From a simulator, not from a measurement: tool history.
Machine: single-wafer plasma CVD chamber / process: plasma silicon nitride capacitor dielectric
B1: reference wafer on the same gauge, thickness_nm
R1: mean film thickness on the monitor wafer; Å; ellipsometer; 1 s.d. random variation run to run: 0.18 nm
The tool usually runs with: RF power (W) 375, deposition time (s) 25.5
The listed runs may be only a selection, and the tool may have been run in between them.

Run 1, day 0: usual settings but RF power (W) 410; B1 28.99. Result: R1 374.87 Å.
Run 2, day 2.538: usual settings but RF power (W) 410; B1 29.023. Result: R1 378.1 Å.
Run 3, day 5.962: usual settings; B1 28.986. Result: R1 360.58 Å.
Run 4, day 7.8: usual settings but deposition time (s) 29.2; B1 29.057. Result: R1 411.06 Å.
Run 5, day 10.267: usual settings but deposition time (s) 29.2; B1 28.978. Result: R1 409.23 Å.
Run 6, day 22.329: usual settings but deposition time (s) 29.2; B1 29.005. Result: R1 403.64 Å.
Run 7, day 24.212: usual settings; B1 28.979. Result: R1 354.68 Å.
Run 8, day 28.012: usual settings; B1 28.994. Result: R1 352.04 Å.
Run 9, day 29.638: usual settings; B1 29.001. Result: R1 353.07 Å.
Run 10, day 33.792: usual settings; B1 29.02. Result: R1 350.74 Å.
At day 36.321: RF generator calibrated.
Run 11, day 37.571: usual settings but RF power (W) 420, deposition time (s) 26.6; B1 28.993. Result: R1 399.64 Å.
At day 39.162: showerhead replaced.
Run 12, day 39.183: usual settings but RF power (W) 420, deposition time (s) 26.6; B1 29.005. Result: R1 395.36 Å.
Run 13, day 41.679: usual settings but RF power (W) 420, deposition time (s) 26.6; B1 29.025. Result: R1 393.02 Å.
Run 14, day 44.562: usual settings but RF power (W) 400, deposition time (s) 28.7; B1 29.033. Result: R1 417.12 Å.
Run 15, day 47.292: usual settings but RF power (W) 440, deposition time (s) 24.2; B1 28.97. Result: R1 364.89 Å.
Run 16, day 51.404: usual settings but RF power (W) 400; B1 28.967. Result: R1 372.73 Å.
Run 17, day 53.288: usual settings but RF power (W) 425; B1 28.993. Result: R1 379.44 Å.
Run 18, day 56.458: usual settings; B1 28.963. Result: R1 357.34 Å.
At day 57.833: gauge calibrated.
Run 19, day 59.571: usual settings; B1 28.997. Result: R1 356.31 Å.
Run 20, day 62.762: usual settings but RF power (W) 345, deposition time (s) 23.7; B1 29.004. Result: R1 312.35 Å.
Run 21, day 64.696: usual settings but RF power (W) 410, deposition time (s) 22.8; B1 29.018. Result: R1 330.71 Å.
Run 22, day 67.854: usual settings; B1 28.988. Result: R1 351.85 Å.
At day 69.729: RF generator calibrated.
Run 23, day 70.571: usual settings but RF power (W) 335, deposition time (s) 22.2; B1 28.983. Result: R1 298.32 Å.
Run 24, day 73.329: usual settings but RF power (W) 415, deposition time (s) 28.4; B1 28.984. Result: R1 419.24 Å.

Run 25 comes next. What will it give?
Run 25, day 76.938: usual settings but deposition time (s) 28.5; B1 ?. Result: R1 ?.

Run 25 yielded B1 29.046, R1 403.68 Å.
Take away the tool's hidden state, keep the run-to-run variation as it was, and the same run would have given R1 407.19 Å.
